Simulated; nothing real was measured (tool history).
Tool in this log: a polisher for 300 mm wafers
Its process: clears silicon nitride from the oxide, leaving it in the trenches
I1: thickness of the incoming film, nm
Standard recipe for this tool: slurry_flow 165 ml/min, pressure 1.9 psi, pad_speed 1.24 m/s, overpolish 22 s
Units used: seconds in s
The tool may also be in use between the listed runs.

Run 1, day 0.000: usual settings but pressure 1.4 psi; I1 69.9. Result: seconds 135.7 s.
Run 2, day 1.038: usual settings but pressure 1.4 psi; I1 70.5. Result: seconds 139.5 s.
Run 3, day 2.429: usual settings; I1 68.7. Result: seconds 103.1 s.
At day 5.221: slurry nozzle cleaned.
At day 5.250: worn pad replaced by a new one.
Run 4, day 6.738: usual settings but overpolish 29 s; I1 69.2. Result: seconds 104.5 s.
Run 5, day 7.888: usual settings; I1 70.9. Result: seconds 109.5 s.
Run 6, day 9.267: usual settings; I1 69.7. Result: seconds 108.5 s.
Run 7, day 10.475: usual settings but pad_speed 1.36 m/s; I1 69.9. Result: seconds 97.0 s.
Run 8, day 11.204: usual settings; I1 69.7. Result: seconds 108.5 s.
Run 9, day 12.346: usual settings; I1 69.4. Result: seconds 105.7 s.
Run 10, day 12.883: usual settings; I1 70.2. Result: seconds 107.2 s.
At day 13.296: worn pad replaced by a new one.
Run 11, day 13.967: usual settings; I1 70.9. Result: seconds 108.5 s.
At day 14.529: slurry nozzle cleaned.
Run 12, day 14.612: usual settings; I1 69.2. Result: seconds 110.7 s.
At day 15.175: head pressure recalibrated.
Run 13, day 15.925: usual settings but slurry_flow 130 ml/min, pressure 1.6 psi; I1 70.6. Result: seconds 141.1 s.
Run 14, day 16.900: usual settings but slurry_flow 130 ml/min, pressure 1.6 psi; I1 70.0. Result: seconds 138.7 s.
Run 15, day 18.200: usual settings; I1 69.5. Result: seconds 115.1 s.
Run 16, day 19.479: usual settings; I1 69.9. Result: seconds 116.1 s.
Run 17, day 20.796: usual settings but slurry_flow 125 ml/min, pad_speed 1.36 m/s; I1 70.4. Result: seconds 116.5 s.
At day 21.242: worn pad replaced by a new one.
At day 22.217: slurry nozzle cleaned, repeated, since the last time left the tool worse.
Run 18, day 22.238: usual settings but slurry_flow 125 ml/min, pad_speed 1.36 m/s; I1 69.3. Result: seconds 98.5 s.
Run 19, day 24.162: usual settings but slurry_flow 145 ml/min, pressure 1.2 psi, pad_speed 1.36 m/s, overpolish 16 s; I1 69.0. Result: seconds 137.6 s.
Run 20, day 25.404: usual settings; I1 69.9. Result: seconds 104.6 s.
Run 21, day 26.712: usual settings but pad_speed 1.54 m/s; I1 68.8. Result: seconds 81.6 s.
Run 22, day 27.588: usual settings but pressure 2.6 psi, pad_speed 1.36 m/s; I1 70.1. Result: seconds 72.4 s.
At day 28.433: worn pad replaced by a new one.
Run 23, day 28.500: usual settings; I1 70.8. Result: seconds 110.0 s.
Run 24, day 30.596: usual settings but slurry_flow 145 ml/min, pressure 1.2 psi, overpolish 28 s; I1 69.8. Result: seconds 157.7 s.
Run 25, day 31.300: usual settings but pressure 2.1 psi, overpolish 29 s; I1 70.0. Result: seconds 98.1 s.
At day 31.462: slurry nozzle cleaned.
Run 26, day 32.671: usual settings; I1 70.0. Result: seconds 102.9 s.
Run 27, day 33.279: usual settings but slurry_flow 220 ml/min, pressure 1.5 psi, pad_speed 1.52 m/s; I1 69.7. Result: seconds 103.2 s.
At day 33.738: head pressure recalibrated.
Run 28, day 34.200: usual settings but slurry_flow 130 ml/min, pressure 1.6 psi; I1 69.3. Result: seconds 124.9 s.
Run 29, day 35.233: usual settings but slurry_flow 220 ml/min, pressure 2.6 psi; I1 69.5. Result: seconds 76.0 s.
Run 30, day 36.075: usual settings but pressure 2.5 psi, overpolish 30 s; I1 70.7. Result: seconds 83.8 s.
At day 36.688: worn pad replaced by a new one.
Run 31, day 36.967: usual settings but pad_speed 1.66 m/s; I1 69.0. Result: seconds 79.0 s.
Run 32, day 38.417: usual settings but slurry_flow 140 ml/min, pressure 1.4 psi, pad_speed 1.50 m/s, overpolish 32 s; I1 70.0. Result: seconds 115.1 s.
Run 33, day 39.892: usual settings but pressure 2.1 psi, pad_speed 0.94 m/s, overpolish 29 s; I1 69.6. Result: seconds 129.2 s.
Run 34, day 40.767: usual settings but slurry_flow 115 ml/min, pressure 2.4 psi, overpolish 31 s; I1 70.5. Result: seconds 93.5 s.
Run 35, day 41.654: usual settings but pressure 2.2 psi; I1 70.2. Result: seconds 95.8 s.
At day 41.783: slurry nozzle cleaned.
Run 36, day 42.246: usual settings but slurry_flow 215 ml/min, pressure 1.4 psi; I1 70.6. Result: seconds 129.8 s.

3 options for the next run, each taken on its own from the tool as it stands now. Forecast them:
Run A, day 42.267: usual settings; I1 70.0. Result: seconds ?.
Run B, day 42.267: usual settings but pressure 1.6 psi, overpolish 16 s; I1 70.0. Result: seconds ?.
Run C, day 42.267: usual settings but slurry_flow 130 ml/min, overpolish 15 s; I1 70.0. Result: seconds ?.

run  seconds
  A    102.3
  B    118.3
  C    106.0
Without the tool's hidden state the same runs would have given:
run  seconds
  A    101.5
  B    117.3
  C    105.0
